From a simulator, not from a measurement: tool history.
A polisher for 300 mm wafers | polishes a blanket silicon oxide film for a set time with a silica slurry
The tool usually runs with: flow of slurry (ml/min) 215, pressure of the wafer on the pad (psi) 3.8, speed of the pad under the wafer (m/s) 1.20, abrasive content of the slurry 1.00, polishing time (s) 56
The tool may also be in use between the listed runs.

| run | hour | flow of slurry (ml/min) | pressure of the wafer on the pad (psi) | speed of the pad under the wafer (m/s) | abrasive content of the slurry | polishing time (s) | incoming thickness of the incoming film, nm | film removed (nm) |
|---|---|---|---|---|---|---|---|---|
| 1 | 0.0 | 215 | 3.8 | 1.20 | 1.00 | 56 | 1755.1 | 130.7 |
| 2 | 8.1 | 215 | 3.8 | 1.20 | 1.00 | 56 | 1719.7 | 133.3 |
| 3 | 22.6 | 215 | 3.8 | 1.20 | 1.00 | 56 | 1745.1 | 132.2 |
| 4 | 34.8 | 215 | 3.8 | 1.20 | 1.00 | 56 | 1724.3 | 130.4 |
| 5 | 45.9 | 215 | 3.8 | 1.20 | 1.20 | 56 | 1741.1 | 140.8 |
|  | 53.6 | head pressure recalibrated |
| 6 | 57.8 | 215 | 3.8 | 1.20 | 1.20 | 56 | 1732.7 | 130.7 |
| 7 | 71.3 | 215 | 3.8 | 1.20 | 1.20 | 56 | 1765.1 | 131.6 |
| 8 | 80.9 | 215 | 3.8 | 1.20 | 0.90 | 56 | 1731.1 | 119.9 |
| 9 | 93.5 | 215 | 4.3 | 1.20 | 1.00 | 56 | 1740.8 | 139.6 |
|  | 100.1 | worn pad replaced by a new one |
| 10 | 111.4 | 235 | 3.8 | 1.20 | 1.00 | 56 | 1743.2 | 125.3 |
|  | 115.4 | conditioning disc replaced and pad reconditioned |
|  | 122.0 | slurry blender recalibrated |
| 11 | 122.5 | 280 | 4.3 | 1.20 | 1.00 | 56 | 1717.5 | 144.5 |
|  | 134.0 | slurry nozzle cleaned |
| 12 | 137.1 | 215 | 3.8 | 0.98 | 1.00 | 56 | 1733.0 | 105.2 |
| 13 | 144.8 | 215 | 3.8 | 1.20 | 1.00 | 56 | 1749.2 | 125.4 |
|  | 151.6 | head pressure recalibrated, repeated, since the last time left the tool worse |
| 14 | 152.1 | 235 | 3.8 | 1.20 | 1.00 | 56 | 1739.4 | 143.0 |
| 15 | 162.8 | 215 | 4.3 | 1.20 | 1.20 | 56 | 1710.8 | 169.1 |
| 16 | 177.3 | 215 | 3.8 | 1.20 | 1.00 | 56 | 1754.7 | 142.8 |
| 17 | 191.6 | 190 | 3.8 | 1.10 | 1.00 | 56 | 1729.2 | 130.8 |
| 18 | 214.3 | 180 | 2.6 | 1.20 | 1.00 | 56 | 1746.6 | 97.9 |
| 19 | 220.7 | 215 | 3.8 | 1.54 | 1.10 | 56 | 1770.9 | 177.2 |
|  | 227.9 | worn pad replaced by a new one |
| 20 | 234.4 | 155 | 3.8 | 1.20 | 1.00 | 65 | 1759.7 | 154.5 |
| 21 | 249.9 | 215 | 3.8 | 0.98 | 0.85 | 45 | 1742.8 | 92.5 |
| 22 | 262.0 | 215 | 3.8 | 1.20 | 1.20 | 66 | 1737.9 | 173.5 |
| 23 | 279.2 | 215 | 3.8 | 1.20 | 1.00 | 56 | 1764.9 | 142.1 |
|  | 281.6 | slurry blender recalibrated |
| 24 | 291.5 | 215 | 3.8 | 1.20 | 1.00 | 56 | 1715.3 | 138.2 |
| 25 | 301.7 | 215 | 3.8 | 1.52 | 1.30 | 56 | 1729.4 | 183.9 |

Subtracting, for every run, the result it would have given without the tool's unlogged condition from the measured result gives the following. The same run-to-run variation enters both numbers; the gauge's scatter may not:
Unlogged tool condition in this case: removal rate lost through wear of the pad, %; slurry flow missing at the pad, %; deviation of the head's pressure from its setpoint, %; abrasive missing from the slurry, %; time polished since the conditioner stopped cutting, s.
| run | film removed (nm) |
|---|---|
| 1 | -11.4 |
| 2 | -11.6 |
| 3 | -11.8 |
| 4 | -11.8 |
| 5 | -12.8 |
| 6 | -20.0 |
| 7 | -20.3 |
| 8 | -18.7 |
| 9 | -21.9 |
| 10 | -19.8 |
| 11 | -23.1 |
| 12 | -17.0 |
| 13 | -20.4 |
| 14 | -1.0 |
| 15 | -1.3 |
| 16 | -1.3 |
| 17 | -1.4 |
| 18 | -1.2 |
| 19 | -2.3 |
| 20 | -2.2 |
| 21 | -1.4 |
| 22 | -2.9 |
| 23 | -2.6 |
| 24 | -2.6 |
| 25 | -3.6 |
